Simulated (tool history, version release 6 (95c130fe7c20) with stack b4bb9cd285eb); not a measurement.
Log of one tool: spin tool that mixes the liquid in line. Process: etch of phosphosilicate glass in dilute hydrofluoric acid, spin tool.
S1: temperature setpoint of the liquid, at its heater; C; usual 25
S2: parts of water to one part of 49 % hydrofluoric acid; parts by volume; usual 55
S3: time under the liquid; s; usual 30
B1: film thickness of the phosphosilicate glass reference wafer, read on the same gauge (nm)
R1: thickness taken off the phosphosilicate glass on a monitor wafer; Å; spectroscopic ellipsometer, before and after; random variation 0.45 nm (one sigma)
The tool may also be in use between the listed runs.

{"run": 1, "day": 0.0, "S1": 25, "S2": 55, "S3": 30, "B1": 52, "R1": 844.8}
{"day": 0.75, "done": "gauge calibrated"}
{"run": 2, "day": 1.325, "S1": 27.5, "S2": 55, "S3": 30, "B1": 49.75, "R1": 887.9}
{"run": 3, "day": 2.271, "S1": 27.5, "S2": 55, "S3": 30, "B1": 49.76, "R1": 893.6}
{"run": 4, "day": 3.721, "S1": 25, "S2": 55, "S3": 30, "B1": 49.78, "R1": 806.8}
{"run": 5, "day": 7.462, "S1": 25, "S2": 55, "S3": 20, "B1": 49.79, "R1": 538.5}
{"run": 6, "day": 8.446, "S1": 25, "S2": 55, "S3": 20, "B1": 49.81, "R1": 540.6}
{"run": 7, "day": 9.221, "S1": 25, "S2": 55, "S3": 30, "B1": 49.82, "R1": 813.5}
{"run": 8, "day": 10.138, "S1": 30, "S2": 55, "S3": 15, "B1": 49.86, "R1": 493}
{"run": 9, "day": 11.054, "S1": 25, "S2": 55, "S3": 30, "B1": 49.86, "R1": 809.7}
{"run": 10, "day": 12.229, "S1": 21, "S2": 70, "S3": 40, "B1": 49.89, "R1": 710.7}
{"run": 11, "day": 13.538, "S1": 25, "S2": 55, "S3": 30, "B1": 49.93, "R1": 808.2}
{"run": 12, "day": 14.458, "S1": 25, "S2": 40, "S3": 30, "B1": 49.96, "R1": 1130.4}
{"run": 13, "day": 15.579, "S1": 29.5, "S2": 30, "S3": 45, "B1": 49.99, "R1": 2745.9}
{"run": 14, "day": 16.371, "S1": 25, "S2": 30, "S3": 30, "B1": 50.01, "R1": 1536.9}
{"run": 15, "day": 17.767, "S1": 22.5, "S2": 55, "S3": 20, "B1": 50.09, "R1": 490.5}
{"day": 18.462, "done": "thermometer replaced"}
{"run": 16, "day": 20.183, "S1": 25, "S2": 55, "S3": 30, "B1": 50.18, "R1": 812.4}
{"run": 17, "day": 21.238, "S1": 29.5, "S2": 65, "S3": 15, "B1": 50.2, "R1": 404.5}
{"run": 18, "day": 22.558, "S1": 21, "S2": 55, "S3": 30, "B1": 50.28, "R1": 693.1}
{"run": 19, "day": 23.317, "S1": 21, "S2": 35, "S3": 20, "B1": 50.31, "R1": 745.8}
{"run": 20, "day": 24.121, "S1": 25, "S2": 65, "S3": 30, "B1": 50.35, "R1": 684.4}
{"day": 24.217, "done": "hydrofluoric acid flow meter replaced"}
{"run": 21, "day": 24.808, "S1": 28.5, "S2": 45, "S3": 25, "B1": 50.38, "R1": 966.9}
{"run": 22, "day": 25.592, "S1": 25, "S2": 55, "S3": 30, "B1": 50.45, "R1": 817.4}
{"run": 23, "day": 26.875, "S1": 29.5, "S2": 65, "S3": 15, "B1": 50.51, "R1": 410.8}
{"run": 24, "day": 28.225, "S1": 27, "S2": 55, "S3": 30, "B1": 50.58, "R1": 884.6}
{"run": 25, "day": 30.608, "S1": 28, "S2": 55, "S3": 30, "B1": 50.74, "R1": 924}
{"run": 26, "day": 31.817, "S1": 28.5, "S2": 35, "S3": 15, "B1": 50.79, "R1": 769.7}
{"run": 27, "day": 33.288, "S1": 27, "S2": 40, "S3": 15, "B1": 50.92, "R1": 630}
{"run": 28, "day": 33.921, "S1": 25, "S2": 55, "S3": 30, "B1": 50.98, "R1": 830.4}
{"run": 29, "day": 34.946, "S1": 27.5, "S2": 55, "S3": 20, "B1": 51.02, "R1": 611.3}
{"run": 30, "day": 36.308, "S1": 27, "S2": 65, "S3": 20, "B1": 51.13, "R1": 500.9}
{"run": 31, "day": 36.967, "S1": 27.5, "S2": 70, "S3": 40, "B1": 51.2, "R1": 943.1}
{"run": 32, "day": 37.746, "S1": 25, "S2": 55, "S3": 15, "B1": 51.28, "R1": 415.4}

The same runs without the tool's hidden state, with the same run-to-run variation:
The hidden state here: liquid colder than its thermometer reads (K); hydrofluoric acid flow above the setpoint (%); gauge reads high (%).
run=1 R1=812.4
run=2 R1=892.3
run=3 R1=898
run=4 R1=810.6
run=5 R1=540.6
run=6 R1=542.6
run=7 R1=816.3
run=8 R1=494.5
run=9 R1=811.8
run=10 R1=712.2
run=11 R1=809.3
run=12 R1=1131.4
run=13 R1=2746.3
run=14 R1=1536.3
run=15 R1=489.8
run=16 R1=809.7
run=17 R1=402.8
run=18 R1=689.3
run=19 R1=741.2
run=20 R1=679.6
run=21 R1=959.5
run=22 R1=810.4
run=23 R1=406.7
run=24 R1=874.4
run=25 R1=910.7
run=26 R1=757.4
run=27 R1=618.6
run=28 R1=814.7
run=29 R1=598.8
run=30 R1=489.7
run=31 R1=921.1
run=32 R1=405.2
